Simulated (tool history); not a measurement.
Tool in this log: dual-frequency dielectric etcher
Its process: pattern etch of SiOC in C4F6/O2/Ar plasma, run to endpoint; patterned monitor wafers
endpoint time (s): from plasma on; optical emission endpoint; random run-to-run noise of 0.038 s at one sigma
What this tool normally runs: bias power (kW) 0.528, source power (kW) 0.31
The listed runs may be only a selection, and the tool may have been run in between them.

| run | hour | bias power (kW) | source power (kW) | wafers since the last listed run | hours since the last wet clean | hours since the last bias power generator calibration | hours since the last source power generator calibration | hours since the last upper electrode change | incoming incoming film thickness, nm | endpoint time (s) |
|---|---|---|---|---|---|---|---|---|---|---|
| 1 | 0 | 0.491 | 0.31 | 0 | 476.5 | 2660.8 | 2683.5 | 4352 | 34.13 | 13.1 |
|  | 42.8 | wet clean of the chamber |
| 2 | 49.6 | 0.528 | 0.31 | 370 | 6.8 | 2710.4 | 2733.1 | 4401.6 | 33.81 | 12.4 |
| 3 | 118.9 | 0.528 | 0.31 | 1003 | 76.1 | 2779.7 | 2802.4 | 4470.9 | 33.57 | 12.4 |
| 4 | 182.9 | 0.528 | 0.31 | 926 | 140.1 | 2843.7 | 2866.4 | 4534.9 | 33.75 | 12.6 |
| 5 | 467.4 | 0.528 | 0.31 | 4118 | 424.6 | 3128.2 | 3150.9 | 4819.4 | 33.76 | 12.6 |
|  | 499.5 | source power generator calibrated |
|  | 526.8 | wet clean of the chamber |
|  | 545.6 | upper electrode replaced |
| 6 | 547.9 | 0.528 | 0.31 | 487 | 21.1 | 3208.7 | 48.4 | 2.3 | 33.75 | 12.5 |
| 7 | 612.7 | 0.528 | 0.31 | 938 | 85.9 | 3273.5 | 113.2 | 67.1 | 33.55 | 12.4 |
| 8 | 697.6 | 0.528 | 0.31 | 1229 | 170.8 | 3358.4 | 198.1 | 152 | 33.33 | 12.4 |
| 9 | 796.5 | 0.528 | 0.31 | 1431 | 269.7 | 3457.3 | 297 | 250.9 | 33.67 | 12.6 |
| 10 | 841.8 | 0.528 | 0.31 | 655 | 315 | 3502.6 | 342.3 | 296.2 | 34.13 | 12.7 |
| 11 | 912.3 | 0.528 | 0.31 | 1020 | 385.5 | 3573.1 | 412.8 | 366.7 | 34.17 | 12.7 |
| 12 | 963.5 | 0.528 | 0.31 | 741 | 436.7 | 3624.3 | 464 | 417.9 | 33.59 | 12.6 |
|  | 1012.7 | wet clean of the chamber |
| 13 | 1025.4 | 0.528 | 0.31 | 548 | 12.7 | 3686.2 | 525.9 | 479.8 | 33.97 | 12.6 |
| 14 | 1106.4 | 0.659 | 0.25 | 1172 | 93.7 | 3767.2 | 606.9 | 560.8 | 33.54 | 12.5 |
| 15 | 1171.1 | 0.528 | 0.35 | 936 | 158.4 | 3831.9 | 671.6 | 625.5 | 33.92 | 12.1 |
|  | 1219.1 | bias power generator calibrated |
| 16 | 1246.1 | 0.528 | 0.31 | 1027 | 233.4 | 27 | 746.6 | 700.5 | 34.03 | 12.7 |
| 17 | 1335.9 | 0.528 | 0.39 | 1299 | 323.2 | 116.8 | 836.4 | 790.3 | 33.83 | 11.6 |
| 18 | 1381.7 | 0.399 | 0.36 | 663 | 369 | 162.6 | 882.2 | 836.1 | 33.7 | 13 |
| 19 | 1423.8 | 0.639 | 0.29 | 609 | 411.1 | 204.7 | 924.3 | 878.2 | 34.14 | 12.4 |
| 20 | 1487.9 | 0.616 | 0.31 | 927 | 475.2 | 268.8 | 988.4 | 942.3 | 34.21 | 12.2 |
| 21 | 1552.1 | 0.652 | 0.34 | 929 | 539.4 | 333 | 1052.6 | 1006.5 | 34.02 | 11.5 |
|  | 1590.1 | wet clean of the chamber |
| 22 | 1590.6 | 0.418 | 0.31 | 209 | 0.5 | 371.5 | 1091.1 | 1045 | 34.04 | 13.6 |

Hidden condition of the tool, last listed run before each entry between runs versus first listed run after:
In the gap between runs 1 and 2: wet clean of the chamber (hour 42.8)
  etch rate over this chamber's usual, %: -1.26 -> 0.225
In the gap between runs 5 and 6: source power generator calibrated (hour 499.5); wet clean of the chamber (hour 526.8); upper electrode replaced (hour 545.6)
  etch rate over this chamber's usual, %: -1.03 -> 0.0845
In the gap between runs 12 and 13: wet clean of the chamber (hour 1012.7)
  etch rate over this chamber's usual, %: -1.16 -> 0.0343
In the gap between runs 15 and 16: bias power generator calibrated (hour 1219.1)
  etch rate over this chamber's usual, %: -0.404 -> -0.629
In the gap between runs 21 and 22: wet clean of the chamber (hour 1590.1)
  etch rate over this chamber's usual, %: -1.55 -> -0.274
